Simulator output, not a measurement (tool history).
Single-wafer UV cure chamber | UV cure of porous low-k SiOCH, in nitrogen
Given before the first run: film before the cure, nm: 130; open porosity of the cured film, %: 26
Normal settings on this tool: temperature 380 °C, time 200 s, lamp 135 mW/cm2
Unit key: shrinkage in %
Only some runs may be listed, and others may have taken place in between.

run	hour	temperature	time	lamp	wafers since the last listed run	hours since the UV bulbs were replaced	wafers since the quartz window was cleaned	shrinkage
1	0	380	200	112	0	548.1	2262	14.113
2	15.2	380	200	112	79	563.3	2342	14.539
3	44.6	380	200	112	153	592.7	2495	14.204
4	67.4	380	200	135	119	615.5	2614	15.06
5	98.7	386	200	149	163	646.8	2778	15.788
6	124.7	380	200	135	135	672.8	2914	15.226
7	157.4	380	200	135	170	705.5	3085	14.767
8	171.4	380	200	135	73	719.5	3158	14.748
9	193.5	380	200	135	115	741.6	3274	15.107
10	217.2	380	200	135	123	765.3	3398	14.851
11	239.8	380	170	135	118	787.9	3516	13.673
12	256.6	380	170	135	87	804.7	3603	13.54
13	290.8	380	200	121	178	838.9	3782	14.364
14	316.9	380	200	135	136	865	3919	14.482
15	339.3	394	200	105	117	887.4	4036	13.396
16	364.8	368	200	135	133	912.9	4169	14.679
# hour 382.3: UV bulbs replaced
17	385.3	373	200	109	65	3	4234	13.509
# hour 406.3: quartz window cleaned
18	406.8	396	200	145	70	24.5	2	16.845
19	432.1	365	200	135	132	49.8	134	15.708
20	493.4	380	200	135	320	111.1	455	15.767
21	517.4	386	200	122	125	135.1	580	15.575
22	546.8	380	200	135	153	164.5	734	15.888
23	560.8	380	200	135	73	178.5	807	15.802
24	576.1	380	200	135	79	193.8	887	15.582
25	608.4	380	250	99	168	226.1	1056	15.098
26	634	366	200	135	133	251.7	1190	15.081
27	654.5	380	200	135	107	272.2	1297	15.977

3 ways to go on from here, each from the tool as it stands after run 27. What would each give?
A	655	380	200	146	2	272.7	1299	?
B	655	366	150	159	2	272.7	1299	?
C	655	365	150	135	2	272.7	1299	?

run	shrinkage
A	16.594
B	15.1
C	14.159
Take away the tool's hidden state, keep each run's random variation, and the runs would have read:
run	shrinkage
A	17.084
B	15.578
C	14.629
